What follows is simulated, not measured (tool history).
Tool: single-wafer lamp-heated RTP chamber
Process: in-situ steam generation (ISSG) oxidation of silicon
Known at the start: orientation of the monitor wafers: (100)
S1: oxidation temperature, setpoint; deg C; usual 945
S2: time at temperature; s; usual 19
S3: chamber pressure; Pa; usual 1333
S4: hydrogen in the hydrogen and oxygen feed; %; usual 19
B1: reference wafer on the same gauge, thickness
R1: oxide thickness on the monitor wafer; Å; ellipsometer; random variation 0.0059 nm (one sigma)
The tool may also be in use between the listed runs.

{"run": 1, "hour": 0.0, "S1": 945, "S2": 19, "S3": 1333, "S4": 19, "B1": 3.53, "R1": 39.8}
{"run": 2, "hour": 17.9, "S1": 945, "S2": 19, "S3": 1333, "S4": 19, "B1": 3.529, "R1": 39.85}
{"run": 3, "hour": 26.8, "S1": 945, "S2": 19, "S3": 1333, "S4": 19, "B1": 3.531, "R1": 39.95}
{"run": 4, "hour": 34.1, "S1": 945, "S2": 19, "S3": 1333, "S4": 19, "B1": 3.53, "R1": 39.77}
{"run": 5, "hour": 48.2, "S1": 945, "S2": 19, "S3": 1333, "S4": 19, "B1": 3.531, "R1": 39.88}
{"run": 6, "hour": 56.0, "S1": 945, "S2": 19, "S3": 1333, "S4": 19, "B1": 3.529, "R1": 39.89}
{"hour": 66.4, "done": "pressure gauge zeroed"}
{"run": 7, "hour": 66.9, "S1": 945, "S2": 19, "S3": 1333, "S4": 19, "B1": 3.53, "R1": 39.88}
{"run": 8, "hour": 74.0, "S1": 945, "S2": 19, "S3": 1333, "S4": 19, "B1": 3.53, "R1": 39.91}
{"run": 9, "hour": 80.6, "S1": 945, "S2": 19, "S3": 1333, "S4": 19, "B1": 3.532, "R1": 39.96}
{"hour": 91.7, "done": "pyrometer window cleaned and pyrometer calibrated"}
{"run": 10, "hour": 92.2, "S1": 945, "S2": 19, "S3": 1333, "S4": 19, "B1": 3.531, "R1": 39.39}
{"run": 11, "hour": 100.1, "S1": 945, "S2": 19, "S3": 1333, "S4": 19, "B1": 3.529, "R1": 39.38}
{"hour": 121.9, "done": "gauge calibrated"}
{"run": 12, "hour": 132.2, "S1": 945, "S2": 19, "S3": 1333, "S4": 19, "B1": 3.53, "R1": 39.49}
{"run": 13, "hour": 141.3, "S1": 963, "S2": 23, "S3": 1160, "S4": 22, "B1": 3.529, "R1": 47.68}
{"run": 14, "hour": 153.7, "S1": 926, "S2": 26, "S3": 1227, "S4": 24, "B1": 3.529, "R1": 45.15}
{"run": 15, "hour": 164.6, "S1": 945, "S2": 19, "S3": 1280, "S4": 19, "B1": 3.53, "R1": 39.9}
{"run": 16, "hour": 179.6, "S1": 953, "S2": 15, "S3": 1333, "S4": 19, "B1": 3.53, "R1": 36.84}

The next listed run, before its measurement:
{"run": 17, "hour": 190.2, "S1": 945, "S2": 19, "S3": 1240, "S4": 19, "B1": "?", "R1": "?"}

{"run 17": {"B1": 3.528, "R1": 40.03}}
Without the tool's hidden state the same run would have given R1 39.68 Å.
